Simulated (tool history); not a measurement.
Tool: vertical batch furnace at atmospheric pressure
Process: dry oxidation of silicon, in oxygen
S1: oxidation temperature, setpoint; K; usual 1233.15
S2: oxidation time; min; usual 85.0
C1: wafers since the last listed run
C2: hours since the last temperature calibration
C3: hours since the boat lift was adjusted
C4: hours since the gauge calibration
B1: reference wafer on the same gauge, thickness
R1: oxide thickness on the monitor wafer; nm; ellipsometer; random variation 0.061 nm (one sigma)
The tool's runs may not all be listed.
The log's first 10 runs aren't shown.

run	hour	S1	S2	C1	C2	C3	C4	B1	R1
11	114.1	1233.15	102.5	210	4184.2	2984.9	306.6	46.10	44.80
12	135.7	1233.15	102.0	330	4205.8	3006.5	328.2	46.13	44.64
13	151.4	1233.15	85.0	239	4221.5	3022.2	343.9	46.12	39.36
14	162.0	1219.15	85.0	161	4232.1	3032.8	354.5	46.09	33.99
15	171.1	1219.15	85.0	139	4241.2	3041.9	363.6	46.12	34.12
16	185.8	1233.15	60.0	224	4255.9	3056.6	378.3	46.10	31.15
17	204.7	1233.15	85.0	288	4274.8	3075.5	397.2	46.10	39.38
18	261.2	1251.15	47.5	863	4331.3	3132.0	453.7	46.09	31.02
19	274.8	1233.15	85.0	207	4344.9	3145.6	467.3	46.10	39.16
20	283.6	1233.15	85.0	134	4353.7	3154.4	476.1	46.11	39.31
# hour 287.6: gauge calibrated
# hour 318.5: thermocouples replaced and temperature profile calibrated
# hour 331.4: boat lift adjusted
21	331.9	1211.15	85.0	174	13.4	0.5	44.3	46.09	32.44
22	336.4	1233.15	85.0	68	17.9	5.0	48.8	46.11	40.79
23	341.0	1242.15	114.0	70	22.5	9.6	53.4	46.10	53.75
24	345.5	1210.15	48.0	68	27.0	14.1	57.9	46.09	21.91
25	355.1	1225.15	127.5	146	36.6	23.7	67.5	46.09	50.17
26	363.3	1242.15	63.5	125	44.8	31.9	75.7	46.10	35.95
27	374.1	1233.15	85.0	165	55.6	42.7	86.5	46.12	40.79
28	381.7	1233.15	85.0	116	63.2	50.3	94.1	46.09	40.77
29	397.9	1226.15	109.0	247	79.4	66.5	110.3	46.08	45.27
30	437.3	1233.15	103.0	602	118.8	105.9	149.7	46.07	46.70
31	454.9	1252.15	85.0	268	136.4	123.5	167.3	46.12	47.32

Forecast each of these 5 alternatives for the next run:
A	459.5	1233.15	85.0	70	141.0	128.1	171.9	?	?
B	459.5	1218.15	127.5	70	141.0	128.1	171.9	?	?
C	459.5	1251.15	45.0	70	141.0	128.1	171.9	?	?
D	459.5	1240.15	108.5	70	141.0	128.1	171.9	?	?
E	459.5	1221.15	69.5	70	141.0	128.1	171.9	?	?

run	B1	R1
A	46.08	40.69
B	46.08	46.55
C	46.08	30.92
D	46.08	51.03
E	46.08	31.46
Without the tool's hidden state the same runs would have given:
run	R1
A	40.79
B	46.70
C	30.99
D	51.15
E	31.56
